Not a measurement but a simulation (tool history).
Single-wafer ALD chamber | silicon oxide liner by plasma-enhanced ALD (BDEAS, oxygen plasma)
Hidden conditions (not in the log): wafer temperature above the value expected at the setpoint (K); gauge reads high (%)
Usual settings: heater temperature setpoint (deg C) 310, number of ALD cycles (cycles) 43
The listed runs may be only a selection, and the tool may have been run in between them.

run    hour  heater temperature setpoint (deg C)  number of ALD cycles (cycles)  wafers since the last listed run  hours since the last thermocouple change  hours since the gauge calibration  read-back reference wafer on the same gauge, thickness_nm  mean film thickness on the monitor wafer (angstrom)
  1     0.0                                  302                             43                                 0                                     721.8                             1522.9                                                      4.050                                                42.80
  2    91.2                                  302                             43                               527                                     813.0                             1614.1                                                      4.047                                                42.65
  3   192.5                                  310                             43                               585                                     914.3                             1715.4                                                      4.045                                                41.75
      194.4  -- gauge calibrated
  4   256.2                                  313                             49                               368                                     978.0                               61.8                                                      4.053                                                47.33
  5   324.9                                  313                             49                               397                                    1046.7                              130.5                                                      4.048                                                47.45
  6   388.4                                  310                             43                               367                                    1110.2                              194.0                                                      4.049                                                41.78
  7   470.3                                  310                             43                               473                                    1192.1                              275.9                                                      4.047                                                41.79
  8   543.7                                  310                             43                               424                                    1265.5                              349.3                                                      4.050                                                41.75
  9   776.2                                  310                             39                              1344                                    1498.0                              581.8                                                      4.053                                                37.85
 10   835.2                                  310                             36                               341                                    1557.0                              640.8                                                      4.054                                                35.10
 11   887.4                                  310                             36                               301                                    1609.2                              693.0                                                      4.049                                                35.22
 12   939.9                                  310                             43                               303                                    1661.7                              745.5                                                      4.051                                                41.75
 13  1024.1                                  310                             43                               487                                    1745.9                              829.7                                                      4.050                                                42.00
 14  1072.9                                  310                             43                               282                                    1794.7                              878.5                                                      4.051                                                41.97
 15  1178.5                                  307                             43                               610                                    1900.3                              984.1                                                      4.052                                                42.06
     1194.4  -- thermocouple changed; heater temperature recalibrated
 16  1279.4                                  307                             43                               537                                      85.0                             1085.0                                                      4.053                                                41.70
 17  1352.5                                  307                             43                               422                                     158.1                             1158.1                                                      4.048                                                41.96
 18  1455.1                                  305                             36                               593                                     260.7                             1260.7                                                      4.052                                                35.30
     1509.7  -- gauge calibrated
 19  1519.3                                  305                             41                               371                                     324.9                                9.6                                                      4.044                                                39.94
 20  1626.6                                  323                             40                               620                                     432.2                              116.9                                                      4.051                                                37.94
 21  1721.9                                  315                             46                               551                                     527.5                              212.2                                                      4.045                                                44.35
 22  1940.2                                  307                             43                              1262                                     745.8                              430.5                                                      4.051                                                41.92
 23  2006.3                                  298                             38                               382                                     811.9                              496.6                                                      4.049                                                38.24
 24  2085.3                                  323                             46                               456                                     890.9                              575.6                                                      4.054                                                43.93
 25  2137.9                                  295                             43                               304                                     943.5                              628.2                                                      4.048                                                44.01

Forecast run 26:
 26  2199.7                                  300                             47                               357                                    1005.3                              690.0                                                          ?                                                    ?

read-back reference wafer on the same gauge, thickness_nm: 4.047
mean film thickness on the monitor wafer (angstrom): 46.88
Without the tool's hidden state the same run would have given mean film thickness on the monitor wafer (angstrom) 45.94.
